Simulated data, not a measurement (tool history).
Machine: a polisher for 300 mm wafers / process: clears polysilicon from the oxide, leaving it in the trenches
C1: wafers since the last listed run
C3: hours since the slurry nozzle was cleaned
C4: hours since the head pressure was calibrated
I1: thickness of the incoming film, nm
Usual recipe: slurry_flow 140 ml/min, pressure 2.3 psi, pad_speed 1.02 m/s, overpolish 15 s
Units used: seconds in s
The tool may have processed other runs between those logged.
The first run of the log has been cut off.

{"hour": 31.3, "done": "worn pad replaced by a new one"}
{"run": 2, "hour": 66.0, "slurry_flow": 140, "pressure": 2.3, "pad_speed": 1.02, "overpolish": 15, "C1": 473, "wafers polished on this pad": 265, "C3": 398.8, "C4": 412.1, "I1": 670.2, "seconds": 43.3}
{"run": 3, "hour": 105.1, "slurry_flow": 140, "pressure": 2.3, "pad_speed": 1.02, "overpolish": 15, "C1": 298, "wafers polished on this pad": 563, "C3": 437.9, "C4": 451.2, "I1": 657.4, "seconds": 42.5}
{"run": 4, "hour": 166.1, "slurry_flow": 140, "pressure": 2.3, "pad_speed": 0.76, "overpolish": 15, "C1": 465, "wafers polished on this pad": 1029, "C3": 498.9, "C4": 512.2, "I1": 662.8, "seconds": 55.8}
{"run": 5, "hour": 225.6, "slurry_flow": 140, "pressure": 2.3, "pad_speed": 1.02, "overpolish": 15, "C1": 454, "wafers polished on this pad": 1484, "C3": 558.4, "C4": 571.7, "I1": 668.4, "seconds": 42.3}
{"run": 6, "hour": 251.8, "slurry_flow": 125, "pressure": 2.3, "pad_speed": 1.26, "overpolish": 15, "C1": 200, "wafers polished on this pad": 1684, "C3": 584.6, "C4": 597.9, "I1": 660.1, "seconds": 34.8}
{"run": 7, "hour": 286.8, "slurry_flow": 105, "pressure": 2.3, "pad_speed": 1.02, "overpolish": 15, "C1": 267, "wafers polished on this pad": 1951, "C3": 619.6, "C4": 632.9, "I1": 649.2, "seconds": 44.2}
{"run": 8, "hour": 353.6, "slurry_flow": 105, "pressure": 2.3, "pad_speed": 1.02, "overpolish": 15, "C1": 510, "wafers polished on this pad": 2462, "C3": 686.4, "C4": 699.7, "I1": 651.7, "seconds": 44.6}
{"hour": 386.2, "done": "worn pad replaced by a new one"}
{"hour": 392.6, "done": "slurry nozzle cleaned"}
{"run": 9, "hour": 422.1, "slurry_flow": 105, "pressure": 2.3, "pad_speed": 1.02, "overpolish": 15, "C1": 485, "wafers polished on this pad": 266, "C3": 29.5, "C4": 768.2, "I1": 663.1, "seconds": 45.6}
{"run": 10, "hour": 464.6, "slurry_flow": 140, "pressure": 2.3, "pad_speed": 1.02, "overpolish": 15, "C1": 324, "wafers polished on this pad": 591, "C3": 72.0, "C4": 810.7, "I1": 667.4, "seconds": 43.1}
{"run": 11, "hour": 513.3, "slurry_flow": 140, "pressure": 2.3, "pad_speed": 1.02, "overpolish": 15, "C1": 372, "wafers polished on this pad": 963, "C3": 120.7, "C4": 859.4, "I1": 660.3, "seconds": 42.7}
{"run": 12, "hour": 577.2, "slurry_flow": 140, "pressure": 2.3, "pad_speed": 0.86, "overpolish": 15, "C1": 488, "wafers polished on this pad": 1451, "C3": 184.6, "C4": 923.3, "I1": 667.0, "seconds": 49.1}
{"run": 13, "hour": 649.0, "slurry_flow": 140, "pressure": 2.3, "pad_speed": 0.86, "overpolish": 15, "C1": 548, "wafers polished on this pad": 1999, "C3": 256.4, "C4": 995.1, "I1": 661.2, "seconds": 49.9}
{"run": 14, "hour": 693.1, "slurry_flow": 140, "pressure": 2.3, "pad_speed": 0.86, "overpolish": 15, "C1": 336, "wafers polished on this pad": 2336, "C3": 300.5, "C4": 1039.2, "I1": 668.3, "seconds": 49.6}
{"hour": 725.6, "done": "worn pad replaced by a new one"}
{"hour": 735.0, "done": "head pressure recalibrated"}
{"run": 15, "hour": 764.9, "slurry_flow": 140, "pressure": 2.3, "pad_speed": 1.02, "overpolish": 15, "C1": 502, "wafers polished on this pad": 284, "C3": 372.3, "C4": 29.9, "I1": 662.4, "seconds": 42.4}
{"run": 16, "hour": 826.5, "slurry_flow": 140, "pressure": 2.0, "pad_speed": 1.02, "overpolish": 15, "C1": 470, "wafers polished on this pad": 755, "C3": 433.9, "C4": 91.5, "I1": 655.3, "seconds": 46.0}
{"run": 17, "hour": 900.7, "slurry_flow": 140, "pressure": 2.8, "pad_speed": 1.02, "overpolish": 7, "C1": 566, "wafers polished on this pad": 1322, "C3": 508.1, "C4": 165.7, "I1": 652.3, "seconds": 36.4}
{"run": 18, "hour": 962.1, "slurry_flow": 120, "pressure": 2.9, "pad_speed": 1.02, "overpolish": 11, "C1": 469, "wafers polished on this pad": 1791, "C3": 569.5, "C4": 227.1, "I1": 662.3, "seconds": 36.4}
{"run": 19, "hour": 992.4, "slurry_flow": 140, "pressure": 2.3, "pad_speed": 1.02, "overpolish": 8, "C1": 231, "wafers polished on this pad": 2022, "C3": 599.8, "C4": 257.4, "I1": 667.9, "seconds": 42.3}
{"run": 20, "hour": 1034.9, "slurry_flow": 155, "pressure": 1.9, "pad_speed": 1.32, "overpolish": 21, "C1": 324, "wafers polished on this pad": 2347, "C3": 642.3, "C4": 299.9, "I1": 653.2, "seconds": 37.0}
{"hour": 1058.7, "done": "slurry nozzle cleaned"}
{"hour": 1096.4, "done": "worn pad replaced by a new one"}
{"run": 21, "hour": 1182.6, "slurry_flow": 140, "pressure": 2.3, "pad_speed": 1.02, "overpolish": 15, "C1": 1090, "wafers polished on this pad": 658, "C3": 123.9, "C4": 447.6, "I1": 649.7, "seconds": 41.4}
{"run": 22, "hour": 1208.6, "slurry_flow": 140, "pressure": 2.1, "pad_speed": 1.02, "overpolish": 15, "C1": 198, "wafers polished on this pad": 856, "C3": 149.9, "C4": 473.6, "I1": 664.4, "seconds": 45.9}
{"run": 23, "hour": 1275.2, "slurry_flow": 160, "pressure": 2.3, "pad_speed": 1.34, "overpolish": 15, "C1": 508, "wafers polished on this pad": 1365, "C3": 216.5, "C4": 540.2, "I1": 664.0, "seconds": 32.1}

What will run 24 give?
{"run": 24, "hour": 1304.5, "slurry_flow": 140, "pressure": 2.3, "pad_speed": 1.02, "overpolish": 15, "C1": 223, "wafers polished on this pad": 1589, "C3": 245.8, "C4": 569.5, "I1": 657.9, "seconds": "?"}

seconds: 42.4 s
Had the tool carried no hidden state, the very same run would have given seconds 42.4 s.

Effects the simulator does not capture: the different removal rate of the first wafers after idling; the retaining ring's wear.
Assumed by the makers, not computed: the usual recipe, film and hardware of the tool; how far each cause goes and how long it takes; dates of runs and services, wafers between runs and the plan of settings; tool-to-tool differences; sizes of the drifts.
